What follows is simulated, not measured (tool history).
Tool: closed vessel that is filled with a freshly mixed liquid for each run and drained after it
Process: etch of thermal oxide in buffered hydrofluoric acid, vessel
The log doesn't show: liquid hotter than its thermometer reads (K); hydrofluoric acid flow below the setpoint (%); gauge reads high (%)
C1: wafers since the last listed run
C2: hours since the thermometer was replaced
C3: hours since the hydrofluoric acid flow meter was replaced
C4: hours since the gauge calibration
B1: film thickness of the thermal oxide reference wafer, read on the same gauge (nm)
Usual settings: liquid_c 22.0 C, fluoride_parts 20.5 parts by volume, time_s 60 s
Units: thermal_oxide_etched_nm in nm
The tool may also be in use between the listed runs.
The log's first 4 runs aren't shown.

Run 5, hour 191.2: usual settings; C1 3890; C2 260.9; C3 1722.2; C4 1129.6; B1 50.00. Result: thermal_oxide_etched_nm 31.58 nm.
Run 6, hour 241.7: usual settings; C1 7016; C2 311.4; C3 1772.7; C4 1180.1; B1 50.01. Result: thermal_oxide_etched_nm 31.31 nm.
Run 7, hour 290.6: usual settings but liquid_c 24.5 C; C1 6794; C2 360.3; C3 1821.6; C4 1229.0; B1 50.00. Result: thermal_oxide_etched_nm 35.88 nm.
Run 8, hour 333.1: usual settings but liquid_c 24.5 C; C1 5905; C2 402.8; C3 1864.1; C4 1271.5; B1 49.99. Result: thermal_oxide_etched_nm 35.59 nm.
Run 9, hour 390.0: usual settings; C1 7906; C2 459.7; C3 1921.0; C4 1328.4; B1 50.02. Result: thermal_oxide_etched_nm 31.00 nm.
Run 10, hour 421.7: usual settings but liquid_c 19.0 C; C1 4404; C2 491.4; C3 1952.7; C4 1360.1; B1 50.00. Result: thermal_oxide_etched_nm 26.47 nm.
Run 11, hour 478.4: usual settings but liquid_c 19.0 C; C1 7878; C2 548.1; C3 2009.4; C4 1416.8; B1 50.00. Result: thermal_oxide_etched_nm 27.25 nm.
Run 12, hour 503.2: usual settings but liquid_c 19.0 C; C1 3445; C2 572.9; C3 2034.2; C4 1441.6; B1 50.00. Result: thermal_oxide_etched_nm 26.94 nm.
Run 13, hour 544.9: usual settings; C1 5794; C2 614.6; C3 2075.9; C4 1483.3; B1 50.00. Result: thermal_oxide_etched_nm 32.46 nm.
At hour 575.1: gauge calibrated.
At hour 603.6: thermometer replaced.
Run 14, hour 603.9: usual settings; C1 8058; C2 0.3; C3 2134.9; C4 28.8; B1 49.99. Result: thermal_oxide_etched_nm 34.52 nm.
Run 15, hour 793.3: usual settings but liquid_c 20.5 C; C1 26316; C2 189.7; C3 2324.3; C4 218.2; B1 50.00. Result: thermal_oxide_etched_nm 32.50 nm.
Run 16, hour 821.4: usual settings but liquid_c 17.5 C, fluoride_parts 13.0 parts by volume; C1 3904; C2 217.8; C3 2352.4; C4 246.3; B1 50.01. Result: thermal_oxide_etched_nm 43.01 nm.
Run 17, hour 887.0: usual settings; C1 9115; C2 283.4; C3 2418.0; C4 311.9; B1 49.99. Result: thermal_oxide_etched_nm 34.84 nm.
Run 18, hour 926.3: usual settings; C1 5460; C2 322.7; C3 2457.3; C4 351.2; B1 50.01. Result: thermal_oxide_etched_nm 35.59 nm.
Run 19, hour 970.9: usual settings but liquid_c 19.5 C, fluoride_parts 26.0 parts by volume, time_s 30 s; C1 6197; C2 367.3; C3 2501.9; C4 395.8; B1 50.02. Result: thermal_oxide_etched_nm 13.17 nm.
Run 20, hour 1031.2: usual settings but fluoride_parts 27.5 parts by volume, time_s 80 s; C1 8378; C2 427.6; C3 2562.2; C4 456.1; B1 50.01. Result: thermal_oxide_etched_nm 39.16 nm.
At hour 1054.7: thermometer replaced, repeated, since the last time left the tool worse.
Run 21, hour 1063.5: usual settings but time_s 75 s; C1 4349; C2 8.8; C3 2594.5; C4 488.4; B1 50.00. Result: thermal_oxide_etched_nm 38.67 nm.
Run 22, hour 1098.1: usual settings; C1 4807; C2 43.4; C3 2629.1; C4 523.0; B1 50.00. Result: thermal_oxide_etched_nm 30.51 nm.
At hour 1259.5: hydrofluoric acid flow meter replaced.
Run 23, hour 1276.9: usual settings but liquid_c 19.5 C, fluoride_parts 14.0 parts by volume, time_s 75 s; C1 24705; C2 222.2; C3 17.4; C4 701.8; B1 50.00. Result: thermal_oxide_etched_nm 49.07 nm.
Run 24, hour 1325.3: usual settings but fluoride_parts 26.0 parts by volume, time_s 45 s; C1 6725; C2 270.6; C3 65.8; C4 750.2; B1 49.98. Result: thermal_oxide_etched_nm 19.70 nm.
Run 25, hour 1365.6: usual settings; C1 5599; C2 310.9; C3 106.1; C4 790.5; B1 50.01. Result: thermal_oxide_etched_nm 31.37 nm.
Run 26, hour 1400.9: usual settings but time_s 30 s; C1 4904; C2 346.2; C3 141.4; C4 825.8; B1 50.00. Result: thermal_oxide_etched_nm 15.72 nm.
Run 27, hour 1431.4: usual settings but liquid_c 25.5 C, fluoride_parts 15.5 parts by volume, time_s 30 s; C1 4237; C2 376.7; C3 171.9; C4 856.3; B1 50.03. Result: thermal_oxide_etched_nm 24.92 nm.
Run 28, hour 1491.0: usual settings; C1 8281; C2 436.3; C3 231.5; C4 915.9; B1 50.02. Result: thermal_oxide_etched_nm 31.40 nm.
Run 29, hour 1521.4: usual settings but fluoride_parts 18.0 parts by volume; C1 4224; C2 466.7; C3 261.9; C4 946.3; B1 49.99. Result: thermal_oxide_etched_nm 35.48 nm.

The next listed run, before its measurement:
Run 30, hour 1591.1: usual settings but liquid_c 19.5 C, time_s 80 s; C1 9684; C2 536.4; C3 331.6; C4 1016.0; B1 ?. Result: thermal_oxide_etched_nm ?.

{"run 30": {"B1": 50.03, "thermal_oxide_etched_nm": 37.56}}
Without the tool's hidden state the same run would have given thermal_oxide_etched_nm 35.37 nm.

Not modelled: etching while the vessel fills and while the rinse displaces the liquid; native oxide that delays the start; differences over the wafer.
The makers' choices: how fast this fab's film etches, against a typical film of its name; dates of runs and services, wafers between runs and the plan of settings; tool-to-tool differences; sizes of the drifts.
